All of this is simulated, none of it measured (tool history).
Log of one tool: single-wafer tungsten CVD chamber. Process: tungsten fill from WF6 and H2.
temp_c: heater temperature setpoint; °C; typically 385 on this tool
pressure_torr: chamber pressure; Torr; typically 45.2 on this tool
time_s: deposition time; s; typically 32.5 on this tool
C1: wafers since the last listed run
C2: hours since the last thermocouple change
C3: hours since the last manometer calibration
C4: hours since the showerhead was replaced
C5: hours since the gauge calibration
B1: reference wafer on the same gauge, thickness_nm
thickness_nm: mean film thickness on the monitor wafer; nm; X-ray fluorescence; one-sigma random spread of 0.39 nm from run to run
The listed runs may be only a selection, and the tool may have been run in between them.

{"run": 1, "hour": 0.0, "temp_c": 385, "pressure_torr": 45.2, "time_s": 35.3, "C1": 0, "C2": 1520.4, "C3": 718.0, "C4": 2131.7, "C5": 955.4, "B1": 76.2, "thickness_nm": 101.23}
{"run": 2, "hour": 73.0, "temp_c": 385, "pressure_torr": 45.2, "time_s": 35.3, "C1": 2468, "C2": 1593.4, "C3": 791.0, "C4": 2204.7, "C5": 1028.4, "B1": 76.16, "thickness_nm": 100.614}
{"run": 3, "hour": 138.6, "temp_c": 385, "pressure_torr": 45.2, "time_s": 32.5, "C1": 2218, "C2": 1659.0, "C3": 856.6, "C4": 2270.3, "C5": 1094.0, "B1": 76.281, "thickness_nm": 93.15}
{"run": 4, "hour": 230.5, "temp_c": 385, "pressure_torr": 45.2, "time_s": 32.5, "C1": 3107, "C2": 1750.9, "C3": 948.5, "C4": 2362.2, "C5": 1185.9, "B1": 76.183, "thickness_nm": 92.892}
{"run": 5, "hour": 278.9, "temp_c": 385, "pressure_torr": 45.2, "time_s": 32.5, "C1": 1636, "C2": 1799.3, "C3": 996.9, "C4": 2410.6, "C5": 1234.3, "B1": 76.206, "thickness_nm": 91.928}
{"hour": 284.4, "done": "gauge calibrated"}
{"run": 6, "hour": 373.9, "temp_c": 385, "pressure_torr": 45.2, "time_s": 32.5, "C1": 3212, "C2": 1894.3, "C3": 1091.9, "C4": 2505.6, "C5": 89.5, "B1": 76.241, "thickness_nm": 92.938}
{"run": 7, "hour": 446.3, "temp_c": 385, "pressure_torr": 45.2, "time_s": 32.5, "C1": 2448, "C2": 1966.7, "C3": 1164.3, "C4": 2578.0, "C5": 161.9, "B1": 76.217, "thickness_nm": 93.034}
{"run": 8, "hour": 514.4, "temp_c": 385, "pressure_torr": 45.2, "time_s": 32.5, "C1": 2302, "C2": 2034.8, "C3": 1232.4, "C4": 2646.1, "C5": 230.0, "B1": 76.231, "thickness_nm": 93.157}
{"run": 9, "hour": 614.1, "temp_c": 385, "pressure_torr": 45.2, "time_s": 32.5, "C1": 3371, "C2": 2134.5, "C3": 1332.1, "C4": 2745.8, "C5": 329.7, "B1": 76.277, "thickness_nm": 92.665}
{"run": 10, "hour": 719.2, "temp_c": 385, "pressure_torr": 45.2, "time_s": 32.5, "C1": 3554, "C2": 2239.6, "C3": 1437.2, "C4": 2850.9, "C5": 434.8, "B1": 76.223, "thickness_nm": 93.45}
{"hour": 784.0, "done": "showerhead replaced"}
{"run": 11, "hour": 808.0, "temp_c": 385, "pressure_torr": 45.2, "time_s": 32.5, "C1": 2732, "C2": 2328.4, "C3": 1526.0, "C4": 24.0, "C5": 523.6, "B1": 76.19, "thickness_nm": 92.912}
{"hour": 854.7, "done": "thermocouple changed; heater temperature recalibrated"}
{"run": 12, "hour": 855.2, "temp_c": 385, "pressure_torr": 45.2, "time_s": 32.5, "C1": 1325, "C2": 0.5, "C3": 1573.2, "C4": 71.2, "C5": 570.8, "B1": 76.205, "thickness_nm": 89.662}
{"run": 13, "hour": 911.6, "temp_c": 385, "pressure_torr": 45.2, "time_s": 32.5, "C1": 1907, "C2": 56.9, "C3": 1629.6, "C4": 127.6, "C5": 627.2, "B1": 76.175, "thickness_nm": 90.048}
{"run": 14, "hour": 980.6, "temp_c": 385, "pressure_torr": 45.2, "time_s": 32.5, "C1": 2333, "C2": 125.9, "C3": 1698.6, "C4": 196.6, "C5": 696.2, "B1": 76.173, "thickness_nm": 90.267}
{"run": 15, "hour": 1042.2, "temp_c": 385, "pressure_torr": 45.2, "time_s": 31.1, "C1": 2083, "C2": 187.5, "C3": 1760.2, "C4": 258.2, "C5": 757.8, "B1": 76.213, "thickness_nm": 87.426}
{"hour": 1096.2, "done": "capacitance manometer re-zeroed and calibrated"}
{"run": 16, "hour": 1098.0, "temp_c": 385, "pressure_torr": 45.2, "time_s": 31.1, "C1": 1616, "C2": 243.3, "C3": 1.8, "C4": 314.0, "C5": 813.6, "B1": 76.183, "thickness_nm": 89.537}
{"run": 17, "hour": 1195.7, "temp_c": 397, "pressure_torr": 45.2, "time_s": 35.2, "C1": 3303, "C2": 341.0, "C3": 99.5, "C4": 411.7, "C5": 911.3, "B1": 76.162, "thickness_nm": 131.109}
{"run": 18, "hour": 1281.9, "temp_c": 385, "pressure_torr": 45.2, "time_s": 32.5, "C1": 2915, "C2": 427.2, "C3": 185.7, "C4": 497.9, "C5": 997.5, "B1": 76.2, "thickness_nm": 92.593}
{"run": 19, "hour": 1322.1, "temp_c": 385, "pressure_torr": 38.9, "time_s": 32.5, "C1": 1359, "C2": 467.4, "C3": 225.9, "C4": 538.1, "C5": 1037.7, "B1": 76.186, "thickness_nm": 87.1}
{"run": 20, "hour": 1384.9, "temp_c": 385, "pressure_torr": 45.2, "time_s": 36.9, "C1": 2123, "C2": 530.2, "C3": 288.7, "C4": 600.9, "C5": 1100.5, "B1": 76.119, "thickness_nm": 106.142}
{"run": 21, "hour": 1468.3, "temp_c": 385, "pressure_torr": 34.3, "time_s": 32.5, "C1": 2820, "C2": 613.6, "C3": 372.1, "C4": 684.3, "C5": 1183.9, "B1": 76.236, "thickness_nm": 81.543}
{"run": 22, "hour": 1536.1, "temp_c": 378, "pressure_torr": 56.4, "time_s": 30.7, "C1": 2292, "C2": 681.4, "C3": 439.9, "C4": 752.1, "C5": 1251.7, "B1": 76.26, "thickness_nm": 82.82}
{"hour": 1538.4, "done": "gauge calibrated"}
{"run": 23, "hour": 1629.5, "temp_c": 392, "pressure_torr": 34.1, "time_s": 32.5, "C1": 3158, "C2": 774.8, "C3": 533.3, "C4": 845.5, "C5": 91.1, "B1": 76.14, "thickness_nm": 94.432}
{"run": 24, "hour": 1699.4, "temp_c": 398, "pressure_torr": 50.4, "time_s": 32.5, "C1": 2363, "C2": 844.7, "C3": 603.2, "C4": 915.4, "C5": 161.0, "B1": 76.23, "thickness_nm": 128.672}
{"run": 25, "hour": 1768.5, "temp_c": 376, "pressure_torr": 45.2, "time_s": 28.7, "C1": 2336, "C2": 913.8, "C3": 672.3, "C4": 984.5, "C5": 230.1, "B1": 76.211, "thickness_nm": 66.714}
{"run": 26, "hour": 1826.3, "temp_c": 393, "pressure_torr": 55.6, "time_s": 36.8, "C1": 1954, "C2": 971.6, "C3": 730.1, "C4": 1042.3, "C5": 287.9, "B1": 76.215, "thickness_nm": 136.46}
{"run": 27, "hour": 1883.9, "temp_c": 396, "pressure_torr": 36.4, "time_s": 28.7, "C1": 1947, "C2": 1029.2, "C3": 787.7, "C4": 1099.9, "C5": 345.5, "B1": 76.175, "thickness_nm": 93.584}
{"run": 28, "hour": 1985.4, "temp_c": 385, "pressure_torr": 45.2, "time_s": 35.3, "C1": 3432, "C2": 1130.7, "C3": 889.2, "C4": 1201.4, "C5": 447.0, "B1": 76.151, "thickness_nm": 100.467}
{"run": 29, "hour": 2084.5, "temp_c": 380, "pressure_torr": 35.4, "time_s": 35.6, "C1": 3351, "C2": 1229.8, "C3": 988.3, "C4": 1300.5, "C5": 546.1, "B1": 76.188, "thickness_nm": 81.225}
{"run": 30, "hour": 2123.1, "temp_c": 373, "pressure_torr": 41.1, "time_s": 35.3, "C1": 1305, "C2": 1268.4, "C3": 1026.9, "C4": 1339.1, "C5": 584.7, "B1": 76.244, "thickness_nm": 73.636}
{"run": 31, "hour": 2192.5, "temp_c": 385, "pressure_torr": 45.2, "time_s": 32.5, "C1": 2346, "C2": 1337.8, "C3": 1096.3, "C4": 1408.5, "C5": 654.1, "B1": 76.203, "thickness_nm": 92.141}
{"run": 32, "hour": 2268.0, "temp_c": 385, "pressure_torr": 45.2, "time_s": 29.3, "C1": 2553, "C2": 1413.3, "C3": 1171.8, "C4": 1484.0, "C5": 729.6, "B1": 76.194, "thickness_nm": 83.039}
{"run": 33, "hour": 2316.4, "temp_c": 378, "pressure_torr": 54.4, "time_s": 26.8, "C1": 1636, "C2": 1461.7, "C3": 1220.2, "C4": 1532.4, "C5": 778.0, "B1": 76.221, "thickness_nm": 70.962}

Branching from run 33: 5 alternative next runs. What would each branch give?
{"run": "A", "hour": 2316.8, "temp_c": 385, "pressure_torr": 45.2, "time_s": 32.5, "C1": 13, "C2": 1462.1, "C3": 1220.6, "C4": 1532.8, "C5": 778.4, "B1": "?", "thickness_nm": "?"}
{"run": "B", "hour": 2316.8, "temp_c": 385, "pressure_torr": 45.2, "time_s": 26.8, "C1": 13, "C2": 1462.1, "C3": 1220.6, "C4": 1532.8, "C5": 778.4, "B1": "?", "thickness_nm": "?"}
{"run": "C", "hour": 2316.8, "temp_c": 385, "pressure_torr": 45.2, "time_s": 38.8, "C1": 13, "C2": 1462.1, "C3": 1220.6, "C4": 1532.8, "C5": 778.4, "B1": "?", "thickness_nm": "?"}
{"run": "D", "hour": 2316.8, "temp_c": 398, "pressure_torr": 45.2, "time_s": 32.5, "C1": 13, "C2": 1462.1, "C3": 1220.6, "C4": 1532.8, "C5": 778.4, "B1": "?", "thickness_nm": "?"}
{"run": "E", "hour": 2316.8, "temp_c": 376, "pressure_torr": 45.2, "time_s": 38.3, "C1": 13, "C2": 1462.1, "C3": 1220.6, "C4": 1532.8, "C5": 778.4, "B1": "?", "thickness_nm": "?"}

run=A B1=76.137 thickness_nm=93.186
run=B B1=76.137 thickness_nm=76.783
run=C B1=76.137 thickness_nm=111.322
run=D B1=76.137 thickness_nm=122.536
run=E B1=76.137 thickness_nm=89.834
Stripped of hidden state, with their random variation kept, the same runs would have yielded:
run=A thickness_nm=93.990
run=B thickness_nm=77.446
run=C thickness_nm=112.283
run=D thickness_nm=123.886
run=E thickness_nm=90.496

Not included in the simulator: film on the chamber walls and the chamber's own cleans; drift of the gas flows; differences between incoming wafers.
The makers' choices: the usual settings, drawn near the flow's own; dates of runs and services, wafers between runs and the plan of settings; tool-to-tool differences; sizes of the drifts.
